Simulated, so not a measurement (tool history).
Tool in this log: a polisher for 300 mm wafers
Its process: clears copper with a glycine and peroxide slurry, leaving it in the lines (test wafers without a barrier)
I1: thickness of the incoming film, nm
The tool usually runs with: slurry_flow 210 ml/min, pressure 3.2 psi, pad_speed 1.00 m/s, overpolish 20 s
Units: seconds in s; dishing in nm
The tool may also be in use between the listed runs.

run 1 hour=0.0 | slurry_flow=210 pressure=3.2 pad_speed=1.00 overpolish=20 | I1=825.0 | seconds=149.8 dishing=21.6
run 2 hour=24.4 | slurry_flow=210 pressure=3.2 pad_speed=1.00 overpolish=27 | I1=822.8 | seconds=144.7 dishing=21.4
run 3 hour=57.3 | slurry_flow=210 pressure=3.2 pad_speed=1.00 overpolish=27 | I1=816.6 | seconds=141.4 dishing=21.8
-- hour=84.8 head pressure recalibrated
-- hour=85.0 worn pad replaced by a new one
run 4 hour=93.0 | slurry_flow=210 pressure=3.2 pad_speed=1.00 overpolish=20 | I1=811.5 | seconds=143.2 dishing=21.2
run 5 hour=105.5 | slurry_flow=210 pressure=3.2 pad_speed=1.00 overpolish=20 | I1=828.4 | seconds=142.8 dishing=21.7
run 6 hour=139.2 | slurry_flow=210 pressure=3.2 pad_speed=1.00 overpolish=20 | I1=823.8 | seconds=142.1 dishing=21.2
run 7 hour=173.0 | slurry_flow=210 pressure=3.2 pad_speed=1.00 overpolish=20 | I1=829.2 | seconds=147.0 dishing=21.1
-- hour=210.7 worn pad replaced by a new one
run 8 hour=211.2 | slurry_flow=210 pressure=3.2 pad_speed=1.00 overpolish=20 | I1=827.8 | seconds=143.6 dishing=21.6
run 9 hour=227.9 | slurry_flow=210 pressure=3.2 pad_speed=1.00 overpolish=20 | I1=817.0 | seconds=141.6 dishing=20.9
run 10 hour=249.9 | slurry_flow=210 pressure=3.2 pad_speed=1.14 overpolish=20 | I1=816.2 | seconds=131.0 dishing=21.2
run 11 hour=272.3 | slurry_flow=210 pressure=3.2 pad_speed=1.00 overpolish=15 | I1=825.3 | seconds=145.9 dishing=20.8
run 12 hour=294.9 | slurry_flow=210 pressure=3.2 pad_speed=1.00 overpolish=20 | I1=829.6 | seconds=147.1 dishing=21.1
-- hour=353.7 worn pad replaced by a new one
run 13 hour=363.9 | slurry_flow=210 pressure=3.2 pad_speed=1.00 overpolish=27 | I1=833.5 | seconds=148.5 dishing=21.6
-- hour=389.2 slurry nozzle cleaned
run 14 hour=399.1 | slurry_flow=210 pressure=3.2 pad_speed=1.00 overpolish=20 | I1=824.0 | seconds=141.7 dishing=20.8
-- hour=405.8 head pressure recalibrated
run 15 hour=414.1 | slurry_flow=180 pressure=3.2 pad_speed=1.00 overpolish=20 | I1=825.6 | seconds=145.6 dishing=21.3
run 16 hour=426.1 | slurry_flow=210 pressure=3.2 pad_speed=1.00 overpolish=20 | I1=833.6 | seconds=149.2 dishing=21.4
-- hour=476.9 worn pad replaced by a new one
run 17 hour=495.4 | slurry_flow=210 pressure=2.8 pad_speed=1.00 overpolish=20 | I1=822.4 | seconds=164.1 dishing=21.1
run 18 hour=529.8 | slurry_flow=210 pressure=2.3 pad_speed=0.82 overpolish=9 | I1=830.5 | seconds=221.4 dishing=15.5
run 19 hour=554.9 | slurry_flow=245 pressure=3.2 pad_speed=0.86 overpolish=20 | I1=829.0 | seconds=159.6 dishing=21.6
run 20 hour=581.2 | slurry_flow=255 pressure=2.6 pad_speed=0.76 overpolish=11 | I1=836.7 | seconds=206.6 dishing=17.4
run 21 hour=600.4 | slurry_flow=260 pressure=2.2 pad_speed=1.00 overpolish=30 | I1=818.6 | seconds=189.4 dishing=22.5
-- hour=605.8 worn pad replaced by a new one
run 22 hour=613.0 | slurry_flow=255 pressure=3.7 pad_speed=1.00 overpolish=20 | I1=825.2 | seconds=127.9 dishing=21.4
run 23 hour=641.1 | slurry_flow=140 pressure=3.2 pad_speed=1.00 overpolish=31 | I1=819.7 | seconds=154.0 dishing=21.5

For each run, what was the tool's unlogged condition?
removal rate lost through wear of the pad, %: 0 on each run
slurry flow missing at the pad, %: 0 on each run
deviation of the head's pressure from its setpoint, %: 0 on each run

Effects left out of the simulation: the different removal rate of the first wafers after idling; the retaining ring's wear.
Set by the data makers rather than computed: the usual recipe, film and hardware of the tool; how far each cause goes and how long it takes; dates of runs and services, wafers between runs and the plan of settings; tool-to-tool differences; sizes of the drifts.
